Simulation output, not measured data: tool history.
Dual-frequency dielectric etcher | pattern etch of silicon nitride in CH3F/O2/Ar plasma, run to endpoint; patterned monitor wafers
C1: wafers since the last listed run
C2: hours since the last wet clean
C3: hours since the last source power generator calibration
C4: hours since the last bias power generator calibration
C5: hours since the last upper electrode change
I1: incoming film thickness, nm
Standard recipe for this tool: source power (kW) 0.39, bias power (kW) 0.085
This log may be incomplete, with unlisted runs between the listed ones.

Run 1, hour 0: usual settings but bias power (kW) 0.073; C1 0; C2 290; C3 4169.1; C4 3020.5; C5 4791.9; I1 36.81. Result: endpoint time (s) 47.5.
Run 2, hour 14.2: usual settings but bias power (kW) 0.073; C1 164; C2 304.2; C3 4183.3; C4 3034.7; C5 4806.1; I1 36.36. Result: endpoint time (s) 47.
Run 3, hour 45: usual settings but bias power (kW) 0.072; C1 356; C2 335; C3 4214.1; C4 3065.5; C5 4836.9; I1 36.53. Result: endpoint time (s) 47.1.
Run 4, hour 77.5: usual settings but bias power (kW) 0.072; C1 376; C2 367.5; C3 4246.6; C4 3098; C5 4869.4; I1 37. Result: endpoint time (s) 48.2.
Run 5, hour 97.3: usual settings; C1 229; C2 387.3; C3 4266.4; C4 3117.8; C5 4889.2; I1 36.52. Result: endpoint time (s) 45.1.
Run 6, hour 121.9: usual settings; C1 284; C2 411.9; C3 4291; C4 3142.4; C5 4913.8; I1 36.54. Result: endpoint time (s) 45.3.
Run 7, hour 136.8: usual settings; C1 172; C2 426.8; C3 4305.9; C4 3157.3; C5 4928.7; I1 36.89. Result: endpoint time (s) 45.1.
Run 8, hour 156.9: usual settings; C1 232; C2 446.9; C3 4326; C4 3177.4; C5 4948.8; I1 36.4. Result: endpoint time (s) 44.2.
Run 9, hour 178.6: usual settings but bias power (kW) 0.093; C1 251; C2 468.6; C3 4347.7; C4 3199.1; C5 4970.5; I1 36.73. Result: endpoint time (s) 42.8.
At hour 200.3: source power generator calibrated.
At hour 227.7: upper electrode replaced.
Run 10, hour 228.2: usual settings but bias power (kW) 0.093; C1 249; C2 518.2; C3 27.9; C4 3248.7; C5 0.5; I1 36.91. Result: endpoint time (s) 44.4.
Run 11, hour 235.7: usual settings but bias power (kW) 0.093; C1 86; C2 525.7; C3 35.4; C4 3256.2; C5 8; I1 36.65. Result: endpoint time (s) 43.6.
Run 12, hour 269.9: usual settings but bias power (kW) 0.065; C1 395; C2 559.9; C3 69.6; C4 3290.4; C5 42.2; I1 36.58. Result: endpoint time (s) 47.9.
Run 13, hour 301: usual settings but source power (kW) 0.43, bias power (kW) 0.096; C1 359; C2 591; C3 100.7; C4 3321.5; C5 73.3; I1 36.84. Result: endpoint time (s) 41.5.
At hour 333.6: wet clean of the chamber.
Run 14, hour 334.1: usual settings but source power (kW) 0.31, bias power (kW) 0.096; C1 105; C2 0.5; C3 133.8; C4 3354.6; C5 106.4; I1 36.42. Result: endpoint time (s) 47.8.
At hour 340.9: bias power generator calibrated.
Run 15, hour 354.8: usual settings but source power (kW) 0.31, bias power (kW) 0.092; C1 193; C2 21.2; C3 154.5; C4 13.9; C5 127.1; I1 36.5. Result: endpoint time (s) 47.8.
Run 16, hour 374.7: usual settings but source power (kW) 0.3, bias power (kW) 0.106; C1 230; C2 41.1; C3 174.4; C4 33.8; C5 147; I1 36.65. Result: endpoint time (s) 46.
Run 17, hour 388.1: usual settings; C1 155; C2 54.5; C3 187.8; C4 47.2; C5 160.4; I1 36.49. Result: endpoint time (s) 46.1.
Run 18, hour 405.8: usual settings but source power (kW) 0.42, bias power (kW) 0.092; C1 204; C2 72.2; C3 205.5; C4 64.9; C5 178.1; I1 36.69. Result: endpoint time (s) 44.
Run 19, hour 439.8: usual settings; C1 393; C2 106.2; C3 239.5; C4 98.9; C5 212.1; I1 36.59. Result: endpoint time (s) 46.
Run 20, hour 472.6: usual settings but bias power (kW) 0.074; C1 379; C2 139; C3 272.3; C4 131.7; C5 244.9; I1 36.84. Result: endpoint time (s) 48.1.
Run 21, hour 488.7: usual settings but source power (kW) 0.31, bias power (kW) 0.074; C1 186; C2 155.1; C3 288.4; C4 147.8; C5 261; I1 36.58. Result: endpoint time (s) 51.1.
Run 22, hour 507.1: usual settings but source power (kW) 0.46, bias power (kW) 0.103; C1 212; C2 173.5; C3 306.8; C4 166.2; C5 279.4; I1 36.98. Result: endpoint time (s) 41.5.
Run 23, hour 531.7: usual settings but bias power (kW) 0.092; C1 284; C2 198.1; C3 331.4; C4 190.8; C5 304; I1 36.74. Result: endpoint time (s) 45.2.

Branching from run 23: 5 alternative next runs. What would each branch give?
Run A, hour 532.1: usual settings; C1 4; C2 198.5; C3 331.8; C4 191.2; C5 304.4; I1 36.35. Result: endpoint time (s) ?.
Run B, hour 532.1: usual settings but source power (kW) 0.43, bias power (kW) 0.064; C1 4; C2 198.5; C3 331.8; C4 191.2; C5 304.4; I1 36.35. Result: endpoint time (s) ?.
Run C, hour 532.1: usual settings but source power (kW) 0.33, bias power (kW) 0.103; C1 4; C2 198.5; C3 331.8; C4 191.2; C5 304.4; I1 36.35. Result: endpoint time (s) ?.
Run D, hour 532.1: usual settings but bias power (kW) 0.103; C1 4; C2 198.5; C3 331.8; C4 191.2; C5 304.4; I1 36.35. Result: endpoint time (s) ?.
Run E, hour 532.1: usual settings but source power (kW) 0.29; C1 4; C2 198.5; C3 331.8; C4 191.2; C5 304.4; I1 36.35. Result: endpoint time (s) ?.

run  endpoint time (s)
  A               45.4
  B               47.9
  C               44.8
  D               42.7
  E               49.3
The same runs, with their run-to-run variation unchanged, on a tool lacking any hidden condition would have given:
run  endpoint time (s)
  A               46.1
  B               48.6
  C               45.5
  D               43.4
  E               50.1

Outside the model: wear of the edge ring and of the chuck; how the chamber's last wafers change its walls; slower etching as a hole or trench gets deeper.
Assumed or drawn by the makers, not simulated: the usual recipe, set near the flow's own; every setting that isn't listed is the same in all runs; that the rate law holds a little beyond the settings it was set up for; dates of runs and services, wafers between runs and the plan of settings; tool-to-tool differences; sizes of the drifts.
